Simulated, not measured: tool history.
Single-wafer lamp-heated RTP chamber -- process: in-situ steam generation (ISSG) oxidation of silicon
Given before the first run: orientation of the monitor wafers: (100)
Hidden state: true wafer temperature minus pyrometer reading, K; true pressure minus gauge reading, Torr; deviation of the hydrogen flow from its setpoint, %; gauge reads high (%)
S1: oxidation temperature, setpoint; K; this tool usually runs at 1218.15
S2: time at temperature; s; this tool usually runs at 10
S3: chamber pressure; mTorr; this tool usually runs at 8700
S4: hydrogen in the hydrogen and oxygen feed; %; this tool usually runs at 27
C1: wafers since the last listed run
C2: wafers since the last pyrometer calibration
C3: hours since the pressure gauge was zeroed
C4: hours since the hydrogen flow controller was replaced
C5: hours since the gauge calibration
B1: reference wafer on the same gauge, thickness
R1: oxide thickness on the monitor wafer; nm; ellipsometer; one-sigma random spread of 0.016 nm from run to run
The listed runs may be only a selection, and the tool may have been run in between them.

| run | day | S1 | S2 | S3 | S4 | C1 | C2 | C3 | C4 | C5 | B1 | R1 |
|---|---|---|---|---|---|---|---|---|---|---|---|---|
| 1 | 0 | 1218.15 | 10 | 8700 | 27 | 0 | 14 | 0.5 | 5173.8 | 1935.4 | 3.705 | 3.993 |
| 2 | 1.55 | 1218.15 | 10 | 8700 | 27 | 423 | 437 | 37.7 | 5211 | 1972.6 | 3.71 | 3.999 |
| 3 | 3.029 | 1225.15 | 10 | 8700 | 27 | 403 | 841 | 73.2 | 5246.5 | 2008.1 | 3.712 | 4.107 |
| 4 | 6.021 | 1225.15 | 10 | 8700 | 27 | 816 | 1657 | 145 | 5318.3 | 2079.9 | 3.711 | 4.077 |
| 5 | 8.371 | 1225.15 | 10 | 8700 | 27 | 641 | 2299 | 201.4 | 5374.7 | 2136.3 | 3.707 | 4.124 |
| 6 | 10.05 | 1218.15 | 10 | 8700 | 23 | 458 | 2757 | 241.7 | 5415 | 2176.6 | 3.707 | 3.918 |
| 7 | 11.192 | 1218.15 | 10 | 8700 | 23 | 311 | 3069 | 269.1 | 5442.4 | 2204 | 3.712 | 3.906 |
| 8 | 13.125 | 1218.15 | 10 | 8700 | 23 | 527 | 3596 | 315.5 | 5488.8 | 2250.4 | 3.705 | 3.885 |
| 9 | 14.904 | 1199.15 | 10 | 9600 | 24 | 485 | 4082 | 358.2 | 5531.5 | 2293.1 | 3.708 | 3.722 |
| 10 | 16.938 | 1210.15 | 10 | 8700 | 27 | 554 | 4637 | 407 | 5580.3 | 2341.9 | 3.708 | 4.004 |
| 11 | 18.317 | 1218.15 | 10 | 8700 | 27 | 376 | 5013 | 440.1 | 5613.4 | 2375 | 3.706 | 4.086 |
| 12 | 20.983 | 1218.15 | 10 | 9100 | 27 | 727 | 5741 | 504.1 | 5677.4 | 2439 | 3.712 | 4.031 |
|  | 21.854 | pyrometer window cleaned and pyrometer calibrated |
| 13 | 22.712 | 1233.15 | 10 | 8700 | 27 | 380 | 234 | 545.6 | 5718.9 | 2480.5 | 3.704 | 4.149 |
| 14 | 25.083 | 1218.15 | 10 | 8700 | 27 | 647 | 881 | 602.5 | 5775.8 | 2537.4 | 3.711 | 4.024 |
| 15 | 26.696 | 1218.15 | 10 | 8700 | 27 | 440 | 1321 | 641.2 | 5814.5 | 2576.1 | 3.706 | 4.038 |
| 16 | 28.512 | 1218.15 | 7 | 8700 | 22 | 495 | 1817 | 684.8 | 5858.1 | 2619.7 | 3.707 | 3.365 |

Estimate the outcome of run 17 from the log above:
|  | 29.912 | gauge calibrated |
| 17 | 30.779 | 1233.15 | 13 | 7700 | 27 | 618 | 2435 | 739.2 | 5912.5 | 20.8 | ? | ? |

{"run 17": {"B1": 3.709, "R1": 4.64}}
The same run, on a tool lacking any hidden state, would have yielded R1 4.561 nm.
